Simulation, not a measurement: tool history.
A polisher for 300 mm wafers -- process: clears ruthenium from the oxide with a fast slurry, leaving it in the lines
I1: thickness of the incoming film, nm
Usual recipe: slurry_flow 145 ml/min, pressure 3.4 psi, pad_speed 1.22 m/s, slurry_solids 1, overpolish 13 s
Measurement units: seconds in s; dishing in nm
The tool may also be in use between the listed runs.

{"run": 1, "hour": 0.0, "slurry_flow": 110, "pressure": 3.4, "pad_speed": 1.22, "slurry_solids": 1, "overpolish": 13, "I1": 269.9, "seconds": 52.9, "dishing": 45.4}
{"run": 2, "hour": 10.8, "slurry_flow": 110, "pressure": 3.4, "pad_speed": 1.22, "slurry_solids": 1, "overpolish": 13, "I1": 267.1, "seconds": 52.4, "dishing": 45.1}
{"run": 3, "hour": 24.7, "slurry_flow": 145, "pressure": 3.4, "pad_speed": 1.22, "slurry_solids": 1, "overpolish": 13, "I1": 265.5, "seconds": 51.5, "dishing": 50.2}
{"run": 4, "hour": 37.7, "slurry_flow": 145, "pressure": 3, "pad_speed": 1.22, "slurry_solids": 1, "overpolish": 13, "I1": 274.3, "seconds": 58.9, "dishing": 43.8}
{"run": 5, "hour": 45.2, "slurry_flow": 145, "pressure": 3, "pad_speed": 1.22, "slurry_solids": 1, "overpolish": 13, "I1": 273.5, "seconds": 59.6, "dishing": 44.8}
{"run": 6, "hour": 58.0, "slurry_flow": 145, "pressure": 3.4, "pad_speed": 1.12, "slurry_solids": 1.1, "overpolish": 13, "I1": 269.9, "seconds": 53, "dishing": 45.2}
{"run": 7, "hour": 74.0, "slurry_flow": 155, "pressure": 3.4, "pad_speed": 1.22, "slurry_solids": 1, "overpolish": 13, "I1": 264.8, "seconds": 51.1, "dishing": 49.3}
{"run": 8, "hour": 80.3, "slurry_flow": 155, "pressure": 3.4, "pad_speed": 1.22, "slurry_solids": 1, "overpolish": 13, "I1": 270.6, "seconds": 52, "dishing": 48.9}
{"run": 9, "hour": 94.7, "slurry_flow": 155, "pressure": 3.4, "pad_speed": 1.22, "slurry_solids": 1, "overpolish": 13, "I1": 269.3, "seconds": 52.4, "dishing": 47.5}
{"run": 10, "hour": 111.6, "slurry_flow": 145, "pressure": 3.4, "pad_speed": 1.22, "slurry_solids": 1, "overpolish": 13, "I1": 266.9, "seconds": 51.4, "dishing": 47.1}
{"run": 11, "hour": 126.7, "slurry_flow": 145, "pressure": 3.4, "pad_speed": 1.22, "slurry_solids": 1, "overpolish": 13, "I1": 268.1, "seconds": 52, "dishing": 48.4}
{"run": 12, "hour": 137.9, "slurry_flow": 145, "pressure": 3.4, "pad_speed": 1.22, "slurry_solids": 1, "overpolish": 13, "I1": 271.3, "seconds": 53.3, "dishing": 48.2}
{"run": 13, "hour": 144.5, "slurry_flow": 145, "pressure": 4.5, "pad_speed": 1.22, "slurry_solids": 1.15, "overpolish": 17, "I1": 273.1, "seconds": 39.8, "dishing": 76.5}
{"run": 14, "hour": 156.6, "slurry_flow": 155, "pressure": 3.4, "pad_speed": 1.22, "slurry_solids": 1, "overpolish": 13, "I1": 269.3, "seconds": 53.1, "dishing": 48.1}
{"run": 15, "hour": 173.7, "slurry_flow": 145, "pressure": 4.5, "pad_speed": 1.22, "slurry_solids": 1.15, "overpolish": 17, "I1": 274.4, "seconds": 38.8, "dishing": 77.1}
{"run": 16, "hour": 217.8, "slurry_flow": 145, "pressure": 3.4, "pad_speed": 1.22, "slurry_solids": 0.7, "overpolish": 11, "I1": 266.4, "seconds": 53.6, "dishing": 40.2}
{"run": 17, "hour": 228.2, "slurry_flow": 145, "pressure": 3.4, "pad_speed": 1.08, "slurry_solids": 1.2, "overpolish": 13, "I1": 269.4, "seconds": 54, "dishing": 48.1}
{"run": 18, "hour": 235.8, "slurry_flow": 100, "pressure": 3.4, "pad_speed": 1.56, "slurry_solids": 1, "overpolish": 15, "I1": 272.9, "seconds": 41.7, "dishing": 68.7}
{"run": 19, "hour": 247.8, "slurry_flow": 145, "pressure": 2.2, "pad_speed": 1.22, "slurry_solids": 1, "overpolish": 13, "I1": 269.9, "seconds": 75.4, "dishing": 32.8}
{"run": 20, "hour": 258.0, "slurry_flow": 145, "pressure": 3.4, "pad_speed": 1.22, "slurry_solids": 0.9, "overpolish": 9, "I1": 268.4, "seconds": 51.5, "dishing": 35.3}
{"run": 21, "hour": 306.1, "slurry_flow": 145, "pressure": 3.4, "pad_speed": 1.22, "slurry_solids": 1, "overpolish": 13, "I1": 268.8, "seconds": 51.1, "dishing": 48.7}
{"run": 22, "hour": 320.4, "slurry_flow": 95, "pressure": 2.6, "pad_speed": 1.02, "slurry_solids": 1, "overpolish": 13, "I1": 273.4, "seconds": 86.9, "dishing": 31.4}
{"run": 23, "hour": 335.8, "slurry_flow": 145, "pressure": 2.9, "pad_speed": 1.22, "slurry_solids": 1, "overpolish": 13, "I1": 270.6, "seconds": 59.4, "dishing": 41.4}
{"run": 24, "hour": 353.0, "slurry_flow": 145, "pressure": 2.9, "pad_speed": 1.44, "slurry_solids": 1, "overpolish": 13, "I1": 269, "seconds": 49.6, "dishing": 48.9}
{"run": 25, "hour": 366.3, "slurry_flow": 145, "pressure": 2.4, "pad_speed": 1.22, "slurry_solids": 1, "overpolish": 10, "I1": 267.9, "seconds": 73.8, "dishing": 28.5}

Not shown: 5 entries that the log had between the listed runs. Between which runs, and how does the tool's hidden state differ before and after?
Run 11 -> run 12: worn pad replaced by a new one (hour 132.9)
  abrasive missing from the slurry, %: 39.8 -> 40.2
  measured result minus the result with no hidden state, seconds: +6.6 -> +6.7 s; dishing: -5.8 -> -5.9 nm
Run 15 -> run 16: slurry blender recalibrated (hour 176.9); head pressure recalibrated (hour 204.8); slurry nozzle cleaned (hour 217.3)
  abrasive missing from the slurry, %: 41 -> 18.8
  measured result minus the result with no hidden state, seconds: +4.9 -> +3.3 s; dishing: -8 -> -2.3 nm
Run 20 -> run 21: worn pad replaced by a new one (hour 263.8)
  abrasive missing from the slurry, %: 27.5 -> 33.6
  measured result minus the result with no hidden state, seconds: +4.4 -> +5.3 s; dishing: -2.9 -> -4.8 nm
